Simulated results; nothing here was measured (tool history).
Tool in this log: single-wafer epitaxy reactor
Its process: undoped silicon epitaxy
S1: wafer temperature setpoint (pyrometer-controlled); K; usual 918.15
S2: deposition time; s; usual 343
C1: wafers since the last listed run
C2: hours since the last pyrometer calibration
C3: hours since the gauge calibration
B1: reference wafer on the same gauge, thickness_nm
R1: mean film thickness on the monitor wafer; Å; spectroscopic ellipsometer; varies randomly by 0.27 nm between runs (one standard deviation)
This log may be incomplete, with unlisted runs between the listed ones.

{"run": 1, "hour": 0.0, "S1": 914.15, "S2": 358, "C1": 0, "C2": 1777.9, "C3": 342, "B1": 58.543, "R1": 564.86}
{"run": 2, "hour": 27.8, "S1": 918.15, "S2": 343, "C1": 86, "C2": 1805.7, "C3": 369.8, "B1": 58.422, "R1": 582.83}
{"run": 3, "hour": 48.2, "S1": 926.15, "S2": 343, "C1": 63, "C2": 1826.1, "C3": 390.2, "B1": 58.618, "R1": 682.56}
{"run": 4, "hour": 61.6, "S1": 928.15, "S2": 343, "C1": 41, "C2": 1839.5, "C3": 403.6, "B1": 58.433, "R1": 701.21}
{"run": 5, "hour": 93.1, "S1": 928.15, "S2": 343, "C1": 97, "C2": 1871, "C3": 435.1, "B1": 58.558, "R1": 705.28}
{"run": 6, "hour": 110.5, "S1": 918.15, "S2": 323, "C1": 53, "C2": 1888.4, "C3": 452.5, "B1": 58.418, "R1": 554.45}
{"run": 7, "hour": 138.5, "S1": 918.15, "S2": 323, "C1": 86, "C2": 1916.4, "C3": 480.5, "B1": 58.519, "R1": 552.17}
{"run": 8, "hour": 167.5, "S1": 918.15, "S2": 343, "C1": 89, "C2": 1945.4, "C3": 509.5, "B1": 58.477, "R1": 586.72}
{"run": 9, "hour": 198.5, "S1": 918.15, "S2": 343, "C1": 96, "C2": 1976.4, "C3": 540.5, "B1": 58.595, "R1": 586.3}
{"run": 10, "hour": 215.6, "S1": 918.15, "S2": 343, "C1": 52, "C2": 1993.5, "C3": 557.6, "B1": 58.599, "R1": 592.73}
{"run": 11, "hour": 235.3, "S1": 918.15, "S2": 298, "C1": 61, "C2": 2013.2, "C3": 577.3, "B1": 58.589, "R1": 511.3}
{"run": 12, "hour": 248.1, "S1": 918.15, "S2": 298, "C1": 39, "C2": 2026, "C3": 590.1, "B1": 58.39, "R1": 511.01}
{"run": 13, "hour": 264.8, "S1": 918.15, "S2": 305, "C1": 51, "C2": 2042.7, "C3": 606.8, "B1": 58.476, "R1": 526.68}
{"run": 14, "hour": 278.7, "S1": 918.15, "S2": 305, "C1": 43, "C2": 2056.6, "C3": 620.7, "B1": 58.413, "R1": 525.44}
{"run": 15, "hour": 301.3, "S1": 918.15, "S2": 343, "C1": 70, "C2": 2079.2, "C3": 643.3, "B1": 58.492, "R1": 588}
{"run": 16, "hour": 339.1, "S1": 918.15, "S2": 343, "C1": 117, "C2": 2117, "C3": 681.1, "B1": 58.396, "R1": 590.76}
{"hour": 374.5, "done": "gauge calibrated"}
{"run": 17, "hour": 428.1, "S1": 918.15, "S2": 343, "C1": 275, "C2": 2206, "C3": 53.6, "B1": 58.523, "R1": 589.67}
{"run": 18, "hour": 441.4, "S1": 928.15, "S2": 343, "C1": 41, "C2": 2219.3, "C3": 66.9, "B1": 58.491, "R1": 717.08}
{"run": 19, "hour": 472.6, "S1": 904.15, "S2": 317, "C1": 96, "C2": 2250.5, "C3": 98.1, "B1": 58.558, "R1": 421.64}
{"run": 20, "hour": 491.9, "S1": 923.15, "S2": 297, "C1": 59, "C2": 2269.8, "C3": 117.4, "B1": 58.651, "R1": 568.92}
{"run": 21, "hour": 517.6, "S1": 918.15, "S2": 343, "C1": 79, "C2": 2295.5, "C3": 143.1, "B1": 58.485, "R1": 596.33}
{"hour": 532.4, "done": "pyrometer calibrated"}
{"run": 22, "hour": 547.1, "S1": 904.15, "S2": 400, "C1": 66, "C2": 14.7, "C3": 172.6, "B1": 58.566, "R1": 471.04}
{"run": 23, "hour": 568.7, "S1": 927.15, "S2": 380, "C1": 66, "C2": 36.3, "C3": 194.2, "B1": 58.596, "R1": 707.68}
{"run": 24, "hour": 601.3, "S1": 911.15, "S2": 405, "C1": 100, "C2": 68.9, "C3": 226.8, "B1": 58.478, "R1": 553.33}
{"run": 25, "hour": 613.6, "S1": 911.15, "S2": 293, "C1": 38, "C2": 81.2, "C3": 239.1, "B1": 58.569, "R1": 401.11}
{"run": 26, "hour": 631.0, "S1": 926.15, "S2": 343, "C1": 53, "C2": 98.6, "C3": 256.5, "B1": 58.474, "R1": 623.99}
{"run": 27, "hour": 656.9, "S1": 912.15, "S2": 343, "C1": 80, "C2": 124.5, "C3": 282.4, "B1": 58.468, "R1": 477.3}
{"run": 28, "hour": 671.4, "S1": 929.15, "S2": 285, "C1": 44, "C2": 139, "C3": 296.9, "B1": 58.521, "R1": 552.85}
{"run": 29, "hour": 696.3, "S1": 904.15, "S2": 343, "C1": 77, "C2": 163.9, "C3": 321.8, "B1": 58.352, "R1": 410.41}
{"run": 30, "hour": 731.9, "S1": 918.15, "S2": 343, "C1": 110, "C2": 199.5, "C3": 357.4, "B1": 58.516, "R1": 537.71}
{"run": 31, "hour": 745.6, "S1": 926.15, "S2": 311, "C1": 42, "C2": 213.2, "C3": 371.1, "B1": 58.542, "R1": 566.27}
{"run": 32, "hour": 763.4, "S1": 927.15, "S2": 317, "C1": 55, "C2": 231, "C3": 388.9, "B1": 58.484, "R1": 591.03}
{"run": 33, "hour": 782.0, "S1": 918.15, "S2": 343, "C1": 57, "C2": 249.6, "C3": 407.5, "B1": 58.661, "R1": 540.79}
{"run": 34, "hour": 809.8, "S1": 923.15, "S2": 316, "C1": 86, "C2": 277.4, "C3": 435.3, "B1": 58.515, "R1": 551.1}
{"run": 35, "hour": 827.3, "S1": 918.15, "S2": 370, "C1": 54, "C2": 294.9, "C3": 452.8, "B1": 58.513, "R1": 588.64}

Branching from run 35: 5 alternative next runs. What would each branch give?
{"run": "A", "hour": 827.8, "S1": 918.15, "S2": 278, "C1": 1, "C2": 295.4, "C3": 453.3, "B1": "?", "R1": "?"}
{"run": "B", "hour": 827.8, "S1": 912.15, "S2": 381, "C1": 1, "C2": 295.4, "C3": 453.3, "B1": "?", "R1": "?"}
{"run": "C", "hour": 827.8, "S1": 931.15, "S2": 360, "C1": 1, "C2": 295.4, "C3": 453.3, "B1": "?", "R1": "?"}
{"run": "D", "hour": 827.8, "S1": 918.15, "S2": 320, "C1": 1, "C2": 295.4, "C3": 453.3, "B1": "?", "R1": "?"}
{"run": "E", "hour": 827.8, "S1": 931.15, "S2": 314, "C1": 1, "C2": 295.4, "C3": 453.3, "B1": "?", "R1": "?"}

run=A B1=58.544 R1=437.63
run=B B1=58.544 R1=533.65
run=C B1=58.544 R1=726.63
run=D B1=58.544 R1=503.75
run=E B1=58.544 R1=633.78
The same runs, with their run-to-run variation unchanged, on a tool lacking any hidden condition would have given:
run=A R1=432.02
run=B R1=526.72
run=C R1=717.54
run=D R1=497.29
run=E R1=625.85
